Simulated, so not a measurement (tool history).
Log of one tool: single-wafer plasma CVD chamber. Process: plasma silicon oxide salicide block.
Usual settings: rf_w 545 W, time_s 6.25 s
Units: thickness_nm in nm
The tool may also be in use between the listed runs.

run    hour  rf_w  time_s  wafers since the last listed run  hours since the last RF generator calibration  hours since the showerhead was replaced  hours since the gauge calibration  read-back reference wafer on the same gauge, thickness_nm  thickness_nm
  1     0.0   545    6.25                                 0                                          166.7                                   3694.8                              766.3                                                     64.101        64.450
  2    54.5   545    6.25                              2699                                          221.2                                   3749.3                              820.8                                                     64.136        64.349
  3   121.1   545    6.25                              3298                                          287.8                                   3815.9                              887.4                                                     64.176        64.229
  4   161.1   545    6.25                              1981                                          327.8                                   3855.9                              927.4                                                     64.215        64.686
  5   199.4   545    6.25                              1897                                          366.1                                   3894.2                              965.7                                                     64.203        64.265
  6   261.0   545    6.25                              3051                                          427.7                                   3955.8                             1027.3                                                     64.261        64.803
  7   320.2   545    6.25                              2932                                          486.9                                   4015.0                             1086.5                                                     64.358        64.440
  8   352.8   575    5.95                              1614                                          519.5                                   4047.6                             1119.1                                                     64.378        62.843
  9   406.4   575    5.95                              2654                                          573.1                                   4101.2                             1172.7                                                     64.442        63.121
 10   448.1   575    5.95                              2065                                          614.8                                   4142.9                             1214.4                                                     64.497        62.933
 11   496.6   545    6.25                              2402                                          663.3                                   4191.4                             1262.9                                                     64.536        64.701
      507.9  -- showerhead replaced
 12   524.9   545    6.25                              1005                                          691.6                                     17.0                             1291.2                                                     64.552        64.603
 13   583.2   545    6.25                              2887                                          749.9                                     75.3                             1349.5                                                     64.611        64.637
 14   647.9   545    6.86                              3204                                          814.6                                    140.0                             1414.2                                                     64.702        71.270
 15   696.6   545    6.86                              2412                                          863.3                                    188.7                             1462.9                                                     64.769        71.122
 16   759.4   545    6.81                              3110                                          926.1                                    251.5                             1525.7                                                     64.831        70.637
 17   789.7   545    6.25                              1500                                          956.4                                    281.8                             1556.0                                                     64.866        65.126
 18   819.8   545    6.25                              1490                                          986.5                                    311.9                             1586.1                                                     64.946        65.186
 19   884.2   545    5.67                              3189                                         1050.9                                    376.3                             1650.5                                                     65.026        59.173
 20   946.0   510    6.92                              3060                                         1112.7                                    438.1                             1712.3                                                     65.079        70.043
 21   983.0   655    7.04                              1832                                         1149.7                                    475.1                             1749.3                                                     65.180        79.623
 22  1010.2   545    6.25                              1347                                         1176.9                                    502.3                             1776.5                                                     65.177        65.187

The next listed run, before its measurement:
 23  1034.3   545    6.25                              1193                                         1201.0                                    526.4                             1800.6                                                          ?             ?

{"run 23": {"read-back reference wafer on the same gauge, thickness_nm": 65.237, "thickness_nm": 65.476}}
Without the tool's hidden state the same run would have given thickness_nm 64.044 nm.
